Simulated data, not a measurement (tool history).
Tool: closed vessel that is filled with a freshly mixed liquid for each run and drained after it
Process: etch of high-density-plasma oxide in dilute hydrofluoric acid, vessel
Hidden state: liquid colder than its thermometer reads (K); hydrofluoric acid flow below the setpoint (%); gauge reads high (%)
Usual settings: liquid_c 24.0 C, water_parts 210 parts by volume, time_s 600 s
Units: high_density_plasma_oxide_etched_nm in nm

run,hour,liquid_c,water_parts,time_s,wafers since the last listed run,hours since the thermometer was replaced,hours since the hydrofluoric acid flow meter was replaced,hours since the gauge calibration,"read-back film thickness of the high-density-plasma oxide reference wafer, read on the same gauge (nm)",high_density_plasma_oxide_etched_nm
1,0.0,24.0,165,600,0,477.2,540.6,320.4,139.98,24.08
2,51.1,24.0,165,600,2240,528.3,591.7,371.5,140.00,24.14
3,82.3,24.0,165,600,1368,559.5,622.9,402.7,140.01,23.59
4,113.9,24.0,210,600,1385,591.1,654.5,434.3,140.01,17.90
5,171.3,24.0,210,600,2516,648.5,711.9,491.7,139.96,17.99
6,196.6,24.0,210,600,1109,673.8,737.2,517.0,140.00,17.76
7,239.2,24.0,210,600,1867,716.4,779.8,559.6,139.99,17.64
8,308.7,24.0,210,600,3047,785.9,849.3,629.1,140.03,17.76
9,359.6,24.0,210,350,2231,836.8,900.2,680.0,140.03,10.15
# hour 409.6: gauge calibrated
10,416.2,24.0,210,350,2481,893.4,956.8,6.6,139.98,10.12
11,456.4,24.0,210,350,1762,933.6,997.0,46.8,139.99,9.93
12,489.7,24.0,210,600,1460,966.9,1030.3,80.1,140.00,17.39
# hour 498.9: thermometer replaced
13,523.0,24.0,210,600,1416,24.1,1063.6,113.4,139.97,19.06
14,556.8,24.0,210,600,1482,57.9,1097.4,147.2,140.00,19.23
15,627.6,27.0,210,295,3104,128.7,1168.2,218.0,139.98,10.50
16,651.9,24.0,120,600,1065,153.0,1192.5,242.3,139.99,36.77
17,698.9,24.0,210,345,2060,200.0,1239.5,289.3,140.01,10.78
18,815.0,24.0,210,600,5090,316.1,1355.6,405.4,140.00,18.67
19,844.6,29.0,210,600,1297,345.7,1385.2,435.0,139.99,22.18
# hour 907.6: hydrofluoric acid flow meter replaced
20,913.4,24.0,210,710,2972,414.5,5.8,503.8,140.02,21.51
21,942.5,24.0,210,600,1275,443.6,34.9,532.9,140.00,18.41
22,971.1,24.0,210,960,1254,472.2,63.5,561.5,140.01,29.20
23,1009.1,28.0,210,600,1666,510.2,101.5,599.5,140.00,20.82
24,1074.2,24.0,175,695,2854,575.3,166.6,664.6,139.97,26.36
25,1106.0,19.5,210,600,1394,607.1,198.4,696.4,140.02,15.25
26,1138.8,22.0,105,750,1438,639.9,231.2,729.2,140.01,47.02
# hour 1179.9: gauge calibrated
27,1348.5,24.0,155,710,9194,849.6,440.9,168.6,139.99,29.89

4 ways to go on from here, each from the tool as it stands after run 27. What would each give?
A,1349.3,24.0,210,600,35,850.4,441.7,169.4,?,?
B,1349.3,19.5,165,245,35,850.4,441.7,169.4,?,?
C,1349.3,20.0,120,855,35,850.4,441.7,169.4,?,?
D,1349.3,22.0,210,320,35,850.4,441.7,169.4,?,?

run,"read-back film thickness of the high-density-plasma oxide reference wafer, read on the same gauge (nm)",high_density_plasma_oxide_etched_nm
A,140.00,17.73
B,140.00,8.07
C,140.00,41.31
D,140.00,8.76
Without the tool's hidden state the same runs would have given:
run,high_density_plasma_oxide_etched_nm
A,19.51
B,8.95
C,45.90
D,9.66
